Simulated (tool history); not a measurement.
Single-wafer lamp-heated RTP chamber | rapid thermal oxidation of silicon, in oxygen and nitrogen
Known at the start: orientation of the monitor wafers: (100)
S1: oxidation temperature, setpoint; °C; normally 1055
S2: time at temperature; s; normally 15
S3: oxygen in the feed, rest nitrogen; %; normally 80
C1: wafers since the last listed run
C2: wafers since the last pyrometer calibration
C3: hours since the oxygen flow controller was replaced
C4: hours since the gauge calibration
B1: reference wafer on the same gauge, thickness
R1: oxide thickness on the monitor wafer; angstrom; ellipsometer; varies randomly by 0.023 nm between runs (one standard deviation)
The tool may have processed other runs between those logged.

run	hour	S1	S2	S3	C1	C2	C3	C4	B1	R1
1	0	1037	15	80	0	5260	1464	307.3	4.578	42.05
2	47.9	1037	15	80	321	5582	1511.9	355.2	4.577	42.46
3	232.5	1037	15	80	1238	6820	1696.5	539.8	4.587	42.74
4	274.4	1055	15	80	281	7102	1738.4	581.7	4.584	48.08
5	340.9	1055	15	80	446	7548	1804.9	648.2	4.578	48.37
6	374	1055	15	80	222	7770	1838	681.3	4.584	48.37
7	435.2	1055	15	80	410	8181	1899.2	742.5	4.578	48.42
8	474	1055	15	80	260	8441	1938	781.3	4.582	48.14
# hour 505.6: pyrometer window cleaned and pyrometer calibrated
9	527.5	1055	15	80	305	147	1991.5	834.8	4.579	45.78
10	571.3	1055	15	80	293	440	2035.3	878.6	4.578	45.87
11	710	1055	15	80	930	1371	2174	1017.3	4.581	46.28
# hour 726.6: oxygen flow controller replaced
12	767.1	1055	12	80	329	1701	40.5	1074.4	4.583	42.85
13	803.5	1055	12	80	244	1945	76.9	1110.8	4.578	42.83
14	860.1	1032	15	80	379	2325	133.5	1167.4	4.586	39.91
15	913.9	1032	15	80	361	2686	187.3	1221.2	4.574	40.64
16	950.3	1055	18	80	244	2930	223.7	1257.6	4.581	50.13
17	976	1082	9	98	172	3103	249.4	1283.3	4.581	49.45
18	1036.9	1055	15	80	408	3511	310.3	1344.2	4.575	47.08
19	1064.1	1055	19	98	182	3694	337.5	1371.4	4.582	55.25
20	1090.7	1055	15	80	178	3872	364.1	1398	4.582	46.73
21	1152	1073	12	64	411	4284	425.4	1459.3	4.578	44.81
# hour 1174.3: gauge calibrated
22	1208.3	1055	11	72	377	4662	481.7	34	4.576	40.65
23	1273.9	1038	22	80	440	5102	547.3	99.6	4.586	49.45
24	1302.8	1072	8	63	193	5296	576.2	128.5	4.577	39.04
25	1405.2	1055	15	80	687	5983	678.6	230.9	4.581	47.21
26	1466.6	1028	18	64	412	6395	740	292.3	4.584	40.18
27	1500.4	1055	21	65	226	6622	773.8	326.1	4.583	51.14
28	1565.4	1063	15	61	436	7058	838.8	391.1	4.579	46.06
29	1599.4	1083	19	80	228	7286	872.8	425.1	4.578	63.36
30	1663.2	1044	19	80	428	7714	936.6	488.9	4.579	49.13

Some steps in R1 between neighbouring runs. How much of each would the tool show without its hidden state too (settings, what came in, random variation), and how much is left for the hidden state, with any gauge scatter that isn't in both results?
Hidden conditions of the tool in this case: true wafer temperature minus pyrometer reading, K; deviation of the oxygen flow from its setpoint, %; gauge reads high (%).
Run 8 -> 9: pyrometer window cleaned and pyrometer calibrated. R1 -2.36 angstrom: hidden state -2.2, all else -0.16.
Run 26 -> 27: S1 1028 -> 1055, S2 18 -> 21, S3 64 -> 65. R1 +10.96 angstrom: hidden state +0.56, all else +10.4.
Run 28 -> 29: S1 1063 -> 1083, S2 15 -> 19, S3 61 -> 80. R1 +17.3 angstrom: hidden state +0.83, all else +16.47.
Run 29 -> 30: S1 1083 -> 1044. R1 -14.23 angstrom: hidden state -0.44, all else -13.79.
